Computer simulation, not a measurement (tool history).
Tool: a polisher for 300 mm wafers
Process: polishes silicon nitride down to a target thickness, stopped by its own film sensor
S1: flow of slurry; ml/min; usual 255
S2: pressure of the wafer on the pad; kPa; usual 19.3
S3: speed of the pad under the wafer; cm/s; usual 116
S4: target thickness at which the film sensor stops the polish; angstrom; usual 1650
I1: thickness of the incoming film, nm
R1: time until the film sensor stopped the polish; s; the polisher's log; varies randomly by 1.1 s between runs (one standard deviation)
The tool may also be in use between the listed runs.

run,hour,S1,S2,S3,S4,I1,R1
1,0.0,310,19.3,146,1650,312.2,70.3
2,91.8,310,19.3,146,1650,306.8,69.4
3,174.6,310,19.3,146,1650,310.9,72.5
4,281.4,255,19.3,116,1650,314.4,95.7
# hour 364.9: worn pad replaced by a new one
# hour 369.0: slurry nozzle cleaned
5,370.6,255,19.3,116,1650,316.0,89.0
# hour 419.6: head pressure recalibrated
6,420.1,255,24.1,116,1650,309.8,61.6
7,469.5,255,24.1,116,1650,311.2,66.2
8,545.1,275,15.2,116,1650,313.9,111.2
9,623.4,275,15.2,116,1650,309.5,111.0
10,687.3,275,15.2,116,1650,311.2,114.6
11,733.4,255,22.8,116,1650,314.4,80.8
12,810.9,255,22.8,116,1650,306.7,79.6
# hour 874.2: slurry nozzle cleaned
# hour 903.3: head pressure recalibrated
13,916.6,255,19.3,116,1320,313.7,100.5
# hour 940.5: worn pad replaced by a new one
14,1021.6,255,19.3,116,1320,305.6,100.3
15,1076.7,255,19.3,116,1780,308.2,81.2
16,1170.1,255,22.1,94,1650,314.1,97.2
17,1274.6,280,22.1,116,1650,310.2,80.6
18,1370.1,255,19.3,116,1240,308.7,122.7
19,1419.2,230,19.3,116,1940,316.0,83.3
# hour 1425.3: head pressure recalibrated
# hour 1462.0: slurry nozzle cleaned
# hour 1498.5: worn pad replaced by a new one
20,1514.5,255,19.3,130,1650,314.9,78.3
21,1551.5,255,13.8,96,1860,314.1,120.1
22,1649.1,255,13.1,100,1180,311.7,196.2
23,1746.7,325,19.3,116,1170,310.0,113.8
24,1850.9,255,19.3,116,1650,311.7,93.0
# hour 1908.4: slurry nozzle cleaned
25,1931.8,340,19.3,82,1830,313.5,104.5
# hour 1954.9: head pressure recalibrated
26,1990.4,255,19.3,116,1650,310.1,81.1
# hour 2038.7: worn pad replaced by a new one
27,2073.5,335,19.3,102,1650,313.2,90.9
28,2175.6,255,19.3,116,1650,309.8,89.5
29,2279.8,255,19.3,116,1650,314.6,92.9
# hour 2362.1: slurry nozzle cleaned
# hour 2463.4: head pressure recalibrated
30,2511.0,255,17.2,138,1650,307.8,81.4
# hour 2516.3: worn pad replaced by a new one
31,2615.9,210,22.1,116,1650,311.4,80.1

For each run, what was the tool's unlogged condition?
removal rate lost through wear of the pad, %: 0 in every run
H1: slurry flow missing at the pad, %
H2: deviation of the head's pressure from its setpoint, %
run,H1,H2
1,18.2,-5.51
2,25.2,-7.49
3,31.5,-8.58
4,39.7,-9.39
5,5.2,-9.78
6,8.99,-0.768
7,12.8,-3.87
8,18.5,-7.21
9,24.5,-9.44
10,29.4,-10.6
11,32.9,-11.3
12,38.9,-12
13,4.52,-1.72
14,12.5,-7.02
15,16.8,-8.75
16,23.9,-10.7
17,31.9,-11.9
18,39.2,-12.6
19,42.9,-12.8
20,4.62,-4.54
21,7.45,-5.99
22,14.9,-8.61
23,22.4,-10.1
24,30.3,-11
25,6.35,-11.4
26,10.8,-2.09
27,17.2,-6
28,25,-8.83
29,33,-10.4
30,15.7,-4.6
31,23.7,-8.94
